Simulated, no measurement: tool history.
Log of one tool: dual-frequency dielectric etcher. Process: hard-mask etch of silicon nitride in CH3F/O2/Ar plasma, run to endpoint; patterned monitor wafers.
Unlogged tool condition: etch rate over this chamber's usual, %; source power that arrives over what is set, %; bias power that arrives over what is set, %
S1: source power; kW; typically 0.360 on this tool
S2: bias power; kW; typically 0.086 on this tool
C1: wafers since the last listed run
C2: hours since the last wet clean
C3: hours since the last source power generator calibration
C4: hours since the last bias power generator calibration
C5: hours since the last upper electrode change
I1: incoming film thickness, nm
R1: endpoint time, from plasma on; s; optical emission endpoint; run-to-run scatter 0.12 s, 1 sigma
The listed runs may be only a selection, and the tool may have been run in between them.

run,hour,S1,S2,C1,C2,C3,C4,C5,I1,R1
1,0.0,0.360,0.086,0,318.4,2937.2,1709.5,3822.8,26.91,37.7
2,15.2,0.360,0.071,115,333.6,2952.4,1724.7,3838.0,27.06,41.2
3,33.2,0.360,0.071,136,351.6,2970.4,1742.7,3856.0,27.25,41.3
4,46.1,0.360,0.071,97,364.5,2983.3,1755.6,3868.9,27.07,41.2
5,61.6,0.360,0.086,117,380.0,2998.8,1771.1,3884.4,26.99,38.3
6,73.2,0.420,0.077,88,391.6,3010.4,1782.7,3896.0,27.30,37.6
7,79.4,0.420,0.077,47,397.8,3016.6,1788.9,3902.2,27.24,37.6
8,95.0,0.360,0.076,118,413.4,3032.2,1804.5,3917.8,27.09,40.7
9,111.5,0.360,0.076,125,429.9,3048.7,1821.0,3934.3,27.47,41.0
# hour 132.1: source power generator calibrated
10,132.6,0.360,0.076,129,451.0,0.5,1842.1,3955.4,27.35,40.6
# hour 137.9: bias power generator calibrated
11,138.4,0.360,0.086,13,456.8,6.3,0.5,3961.2,27.24,38.7
12,152.2,0.360,0.086,104,470.6,20.1,14.3,3975.0,27.32,38.8
13,169.9,0.360,0.102,134,488.3,37.8,32.0,3992.7,27.27,36.3
# hour 202.6: wet clean of the chamber
14,219.9,0.360,0.100,197,17.3,87.8,82.0,4042.7,27.06,35.4
# hour 249.9: upper electrode replaced
15,250.4,0.360,0.086,49,47.8,118.3,112.5,0.5,27.13,37.8
16,250.8,0.360,0.086,3,48.2,118.7,112.9,0.9,27.19,38.0
17,252.9,0.360,0.096,15,50.3,120.8,115.0,3.0,27.38,36.5
18,263.3,0.360,0.098,78,60.7,131.2,125.4,13.4,26.96,35.6
19,280.0,0.360,0.077,126,77.4,147.9,142.1,30.1,27.26,39.9
20,291.6,0.390,0.108,88,89.0,159.5,153.7,41.7,26.95,33.1
21,302.7,0.360,0.086,84,100.1,170.6,164.8,52.8,27.26,37.8
22,311.6,0.360,0.107,67,109.0,179.5,173.7,61.7,27.33,35.3
23,320.7,0.400,0.100,69,118.1,188.6,182.8,70.8,27.37,34.6
24,336.5,0.430,0.107,119,133.9,204.4,198.6,86.6,27.48,32.6
25,352.4,0.360,0.086,120,149.8,220.3,214.5,102.5,27.15,37.8
26,362.6,0.360,0.086,77,160.0,230.5,224.7,112.7,27.30,38.3

What differs in the tool's unlogged condition from the final listed run ahead of each entry between runs to the first listed run following it?
From run 9 to run 10: source power generator calibrated (hour 132.1)
  etch rate over this chamber's usual, %: -2.46 -> -2.61
  measured less the result without the state, R1: +1.0 -> +1.1 s
From run 10 to run 11: bias power generator calibrated (hour 137.9)
  etch rate over this chamber's usual, %: -2.61 -> -2.65
  measured less the result without the state, R1: +1.1 -> +1.0 s
From run 13 to run 14: wet clean of the chamber (hour 202.6)
  etch rate over this chamber's usual, %: -2.88 -> -0.387
  measured less the result without the state, R1: +1.1 -> +0.2 s
From run 14 to run 15: upper electrode replaced (hour 249.9)
  etch rate over this chamber's usual, %: -0.387 -> -0.609
  measured less the result without the state, R1: +0.2 -> +0.2 s

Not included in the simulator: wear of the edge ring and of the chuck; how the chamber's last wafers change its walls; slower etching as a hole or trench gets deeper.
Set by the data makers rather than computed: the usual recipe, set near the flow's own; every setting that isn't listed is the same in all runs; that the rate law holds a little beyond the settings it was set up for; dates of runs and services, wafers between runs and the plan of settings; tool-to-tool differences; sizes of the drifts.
